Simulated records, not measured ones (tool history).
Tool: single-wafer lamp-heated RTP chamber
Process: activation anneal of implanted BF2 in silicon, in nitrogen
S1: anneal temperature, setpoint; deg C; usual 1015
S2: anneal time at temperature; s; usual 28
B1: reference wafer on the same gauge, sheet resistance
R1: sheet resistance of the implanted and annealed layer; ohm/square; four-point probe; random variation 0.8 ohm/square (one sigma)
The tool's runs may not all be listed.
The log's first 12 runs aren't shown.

| run | day | S1 | S2 | B1 | R1 |
|---|---|---|---|---|---|
| 13 | 5.992 | 1015 | 28 | 209.64 | 166.82 |
| 14 | 6.617 | 1015 | 28 | 210.30 | 164.69 |
|  | 7.121 | pyrometer window cleaned and pyrometer calibrated |
|  | 7.346 | reflector plate cleaned |
| 15 | 7.367 | 1015 | 28 | 210.35 | 176.06 |
| 16 | 7.529 | 1015 | 28 | 209.93 | 174.94 |
|  | 8.592 | gauge calibrated |
| 17 | 8.633 | 1015 | 28 | 209.90 | 173.76 |
| 18 | 9.125 | 1015 | 28 | 209.55 | 175.15 |
| 19 | 9.800 | 1037 | 16 | 209.78 | 168.84 |
| 20 | 11.579 | 987 | 43 | 210.17 | 203.19 |
| 21 | 11.938 | 1015 | 28 | 209.73 | 173.71 |
| 22 | 12.400 | 1015 | 28 | 209.90 | 173.14 |
| 23 | 12.929 | 985 | 41 | 210.19 | 209.18 |
| 24 | 13.667 | 1015 | 44 | 209.82 | 158.37 |
| 25 | 14.200 | 1015 | 28 | 210.25 | 170.94 |
|  | 14.692 | reflector plate cleaned |
| 26 | 14.712 | 988 | 12 | 210.08 | 246.41 |
| 27 | 15.108 | 998 | 28 | 210.31 | 194.63 |
| 28 | 15.567 | 990 | 41 | 210.63 | 193.70 |
| 29 | 15.871 | 994 | 43 | 209.63 | 186.11 |
| 30 | 16.496 | 996 | 21 | 210.09 | 209.63 |
| 31 | 16.962 | 1015 | 28 | 210.16 | 168.48 |
| 32 | 17.225 | 1040 | 18 | 210.03 | 158.15 |
|  | 18.000 | pyrometer window cleaned and pyrometer calibrated |
| 33 | 18.021 | 999 | 40 | 209.90 | 186.94 |
| 34 | 18.442 | 1015 | 28 | 210.09 | 175.37 |
| 35 | 18.904 | 994 | 28 | 210.11 | 210.86 |
| 36 | 19.654 | 1005 | 33 | 210.15 | 182.48 |

4 ways to go on from here, each from the tool as it stands after run 36. What would each give?
| A | 19.671 | 1015 | 28 | ? | ? |
| B | 19.671 | 1037 | 42 | ? | ? |
| C | 19.671 | 1028 | 15 | ? | ? |
| D | 19.671 | 988 | 28 | ? | ? |

| run | B1 | R1 |
|---|---|---|
| A | 209.59 | 173.49 |
| B | 209.59 | 142.91 |
| C | 209.59 | 179.55 |
| D | 209.59 | 220.03 |
Without the tool's hidden state the same runs would have given:
| run | R1 |
|---|---|
| A | 173.94 |
| B | 143.14 |
| C | 179.99 |
| D | 220.73 |
